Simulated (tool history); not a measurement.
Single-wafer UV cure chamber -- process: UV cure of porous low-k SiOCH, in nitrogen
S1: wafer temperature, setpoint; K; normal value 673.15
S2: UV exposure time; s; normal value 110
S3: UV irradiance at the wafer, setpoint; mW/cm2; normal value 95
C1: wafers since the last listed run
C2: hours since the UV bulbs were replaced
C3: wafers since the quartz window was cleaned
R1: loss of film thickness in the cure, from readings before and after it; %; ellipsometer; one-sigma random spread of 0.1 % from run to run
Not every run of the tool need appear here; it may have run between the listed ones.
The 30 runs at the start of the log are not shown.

| run | day | S1 | S2 | S3 | C1 | C2 | C3 | R1 |
|---|---|---|---|---|---|---|---|---|
| 31 | 33.358 | 665.15 | 165 | 80 | 273 | 465.1 | 1348 | 10.356 |
| 32 | 34.971 | 653.15 | 110 | 95 | 504 | 503.8 | 1852 | 8.708 |
| 33 | 36.471 | 684.15 | 95 | 113 | 469 | 539.8 | 2321 | 9.26 |
| 34 | 37.788 | 673.15 | 110 | 95 | 411 | 571.4 | 2733 | 8.712 |
| 35 | 38.3 | 665.15 | 110 | 95 | 160 | 583.7 | 2893 | 8.476 |
| 36 | 39.454 | 661.15 | 165 | 65 | 360 | 611.4 | 3254 | 8.266 |
|  | 39.792 | quartz window cleaned |
| 37 | 40.179 | 687.15 | 110 | 95 | 122 | 628.8 | 121 | 9.38 |
| 38 | 40.829 | 688.15 | 135 | 65 | 203 | 644.4 | 324 | 8.706 |
| 39 | 41.596 | 661.15 | 110 | 119 | 239 | 662.8 | 564 | 9.984 |
| 40 | 42.271 | 673.15 | 110 | 95 | 211 | 679 | 775 | 9.192 |
| 41 | 42.933 | 682.15 | 110 | 133 | 207 | 694.9 | 982 | 10.729 |
| 42 | 43.612 | 673.15 | 110 | 95 | 212 | 711.2 | 1194 | 9.029 |
| 43 | 44.617 | 688.15 | 55 | 119 | 313 | 735.3 | 1508 | 6.962 |
| 44 | 45.788 | 688.15 | 75 | 130 | 366 | 763.4 | 1874 | 8.679 |

Below are 5 alternative next runs, each starting from the tool's condition after run 44. Predict each:
| A | 45.804 | 664.15 | 110 | 95 | 5 | 763.8 | 1879 | ? |
| B | 45.804 | 673.15 | 110 | 73 | 5 | 763.8 | 1879 | ? |
| C | 45.804 | 688.15 | 110 | 128 | 5 | 763.8 | 1879 | ? |
| D | 45.804 | 673.15 | 70 | 95 | 5 | 763.8 | 1879 | ? |
| E | 45.804 | 688.15 | 110 | 68 | 5 | 763.8 | 1879 | ? |

| run | R1 |
|---|---|
| A | 8.624 |
| B | 7.601 |
| C | 10.418 |
| D | 6.784 |
| E | 7.537 |
With no hidden state in the tool, these same runs would have given:
| run | R1 |
|---|---|
| A | 10.158 |
| B | 9.104 |
| C | 12 |
| D | 8.248 |
| E | 9.037 |
